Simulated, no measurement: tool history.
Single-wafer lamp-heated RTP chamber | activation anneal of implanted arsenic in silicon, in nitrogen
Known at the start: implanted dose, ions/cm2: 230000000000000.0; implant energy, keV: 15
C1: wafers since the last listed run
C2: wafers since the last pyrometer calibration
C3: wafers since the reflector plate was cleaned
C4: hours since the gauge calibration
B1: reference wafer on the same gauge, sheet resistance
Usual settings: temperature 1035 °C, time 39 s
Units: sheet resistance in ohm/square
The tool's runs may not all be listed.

Run 1, day 0.000: usual settings; C1 0; C2 764; C3 3193; C4 1315.6; B1 317.88. Result: sheet resistance 357.30 ohm/square.
Run 2, day 3.108: usual settings; C1 1356; C2 2120; C3 4549; C4 1390.2; B1 318.02. Result: sheet resistance 357.30 ohm/square.
Run 3, day 6.042: usual settings; C1 1279; C2 3400; C3 5829; C4 1460.6; B1 318.05. Result: sheet resistance 356.91 ohm/square.
At day 8.271: reflector plate cleaned.
Run 4, day 9.096: usual settings; C1 1187; C2 4587; C3 359; C4 1533.9; B1 318.08. Result: sheet resistance 358.44 ohm/square.
Run 5, day 11.375: usual settings; C1 994; C2 5581; C3 1353; C4 1588.6; B1 317.88. Result: sheet resistance 357.93 ohm/square.
At day 14.212: pyrometer window cleaned and pyrometer calibrated.
Run 6, day 15.379: usual settings; C1 1601; C2 508; C3 2955; C4 1684.7; B1 317.87. Result: sheet resistance 356.89 ohm/square.
Run 7, day 17.892: usual settings; C1 1096; C2 1604; C3 4051; C4 1745.0; B1 318.00. Result: sheet resistance 358.35 ohm/square.
Run 8, day 20.354: usual settings; C1 1074; C2 2679; C3 5126; C4 1804.1; B1 318.16. Result: sheet resistance 358.19 ohm/square.
Run 9, day 22.379: usual settings; C1 883; C2 3562; C3 6009; C4 1852.7; B1 318.04. Result: sheet resistance 357.46 ohm/square.
Run 10, day 24.562: usual settings; C1 952; C2 4515; C3 6962; C4 1905.1; B1 318.06. Result: sheet resistance 355.75 ohm/square.
Run 11, day 26.575: usual settings; C1 878; C2 5393; C3 7840; C4 1953.4; B1 317.95. Result: sheet resistance 357.42 ohm/square.
At day 28.638: reflector plate cleaned.
Run 12, day 30.304: usual settings; C1 1481; C2 6874; C3 727; C4 2042.9; B1 317.93. Result: sheet resistance 358.23 ohm/square.
At day 31.875: pyrometer window cleaned and pyrometer calibrated.
Run 13, day 32.325: usual settings; C1 736; C2 196; C3 1464; C4 2091.4; B1 317.98. Result: sheet resistance 357.66 ohm/square.
Run 14, day 36.762: usual settings; C1 1936; C2 2132; C3 3400; C4 2197.9; B1 318.02. Result: sheet resistance 356.90 ohm/square.
At day 38.788: gauge calibrated.
Run 15, day 38.846: usual settings; C1 908; C2 3041; C3 4309; C4 1.4; B1 317.92. Result: sheet resistance 357.13 ohm/square.
Run 16, day 43.229: usual settings but temperature 1020 °C, time 52 s; C1 1912; C2 4953; C3 6221; C4 106.6; B1 317.98. Result: sheet resistance 356.76 ohm/square.
At day 46.779: pyrometer window cleaned and pyrometer calibrated.
Run 17, day 46.800: usual settings; C1 1412; C2 8; C3 7634; C4 192.3; B1 318.10. Result: sheet resistance 356.22 ohm/square.
At day 49.688: reflector plate cleaned.
Run 18, day 50.062: usual settings but temperature 1047 °C, time 45 s; C1 1278; C2 1286; C3 163; C4 270.6; B1 317.95. Result: sheet resistance 353.01 ohm/square.
Run 19, day 53.579: usual settings but temperature 1058 °C, time 17 s; C1 1534; C2 2820; C3 1697; C4 355.0; B1 317.94. Result: sheet resistance 360.76 ohm/square.
Run 20, day 56.696: usual settings; C1 1359; C2 4180; C3 3057; C4 429.8; B1 317.91. Result: sheet resistance 357.23 ohm/square.
Run 21, day 59.200: usual settings but temperature 1063 °C, time 53 s; C1 1092; C2 5273; C3 4149; C4 489.9; B1 318.00. Result: sheet resistance 342.60 ohm/square.
Run 22, day 60.762: usual settings but temperature 1009 °C; C1 681; C2 5954; C3 4831; C4 527.4; B1 317.99. Result: sheet resistance 363.72 ohm/square.
Run 23, day 64.175: usual settings but temperature 1055 °C, time 45 s; C1 1488; C2 7443; C3 6320; C4 609.3; B1 317.95. Result: sheet resistance 347.94 ohm/square.
At day 65.896: pyrometer window cleaned and pyrometer calibrated.
At day 66.517: reflector plate cleaned.
Run 24, day 67.742: usual settings but temperature 1048 °C, time 49 s; C1 1265; C2 660; C3 535; C4 694.9; B1 317.94. Result: sheet resistance 351.60 ohm/square.
Run 25, day 71.254: usual settings but temperature 1021 °C, time 56 s; C1 1532; C2 2193; C3 2067; C4 779.2; B1 317.84. Result: sheet resistance 356.49 ohm/square.
Run 26, day 72.992: usual settings but temperature 1023 °C, time 33 s; C1 758; C2 2951; C3 2825; C4 820.9; B1 317.84. Result: sheet resistance 361.24 ohm/square.
Run 27, day 77.029: usual settings; C1 1761; C2 4712; C3 4587; C4 917.8; B1 318.09. Result: sheet resistance 356.89 ohm/square.
Run 28, day 80.392: usual settings but temperature 1051 °C, time 50 s; C1 1467; C2 6179; C3 6054; C4 998.5; B1 318.08. Result: sheet resistance 347.49 ohm/square.
At day 81.333: pyrometer window cleaned and pyrometer calibrated.
Run 29, day 84.046: usual settings; C1 1448; C2 1182; C3 7503; C4 1086.2; B1 318.10. Result: sheet resistance 356.04 ohm/square.
At day 87.712: reflector plate cleaned.
Run 30, day 87.733: usual settings; C1 1463; C2 2646; C3 9; C4 1174.7; B1 317.96. Result: sheet resistance 356.97 ohm/square.

The tool's hidden state at each run:
true wafer temperature minus pyrometer reading, K: 0 in every run
gauge reads high (%): 0 in every run
H1: wafer temperature error from the tarnished reflector plate, K
run     H1
  1   4.03
  2   5.36
  3   6.62
  4  0.735
  5   1.71
  6   3.43
  7   4.51
  8   5.57
  9   6.44
 10   7.37
 11   8.24
 12      2
 13   2.87
 14   4.78
 15   5.67
 16   7.55
 17   9.08
 18   0.57
 19   2.08
 20   3.42
 21   4.49
 22   5.16
 23   6.63
 24   1.54
 25   3.05
 26   3.79
 27   5.52
 28   6.97
 29   8.53
 30   1.42
